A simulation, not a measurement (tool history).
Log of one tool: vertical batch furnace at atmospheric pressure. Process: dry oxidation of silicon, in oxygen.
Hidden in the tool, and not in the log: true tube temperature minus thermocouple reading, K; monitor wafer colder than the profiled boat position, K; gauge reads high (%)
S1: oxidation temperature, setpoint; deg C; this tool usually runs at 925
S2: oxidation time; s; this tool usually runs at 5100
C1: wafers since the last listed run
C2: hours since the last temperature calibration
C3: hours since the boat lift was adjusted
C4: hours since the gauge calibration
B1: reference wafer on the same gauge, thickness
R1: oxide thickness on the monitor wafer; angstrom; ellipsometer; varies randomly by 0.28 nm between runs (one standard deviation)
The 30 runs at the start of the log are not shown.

run	day	S1	S2	C1	C2	C3	C4	B1	R1
31	73.662	925	5100	1191	222.4	295.9	261.1	45.63	519.8
32	75.783	918	4110	903	273.3	346.8	312	45.64	444.1
33	83.879	925	5100	3449	467.6	541.1	506.3	45.63	522.6
34	85.367	937	4230	633	503.3	576.8	542	45.58	515.7
35	87.417	949	6120	873	552.5	626	591.2	45.74	686.4
36	89.208	925	5100	763	595.5	669	634.2	45.59	522.9
37	92.138	914	2580	1247	665.8	739.3	704.5	45.68	354.5
38	93.804	925	5100	710	705.8	779.3	744.5	45.59	524

What if the next run were any one of these 5? Each begins from the tool's condition after run 38:
A	94	914	5100	83	710.5	784	749.2	?	?
B	94	918	3390	83	710.5	784	749.2	?	?
C	94	903	5100	83	710.5	784	749.2	?	?
D	94	910	7470	83	710.5	784	749.2	?	?
E	94	913	2850	83	710.5	784	749.2	?	?

run	B1	R1
A	45.53	480.4
B	45.53	403.7
C	45.53	443.1
D	45.53	571.9
E	45.53	361.9
Without the tool's unlogged condition, the same runs would have read:
run	R1
A	476.7
B	401
C	439.8
D	567.2
E	359.6
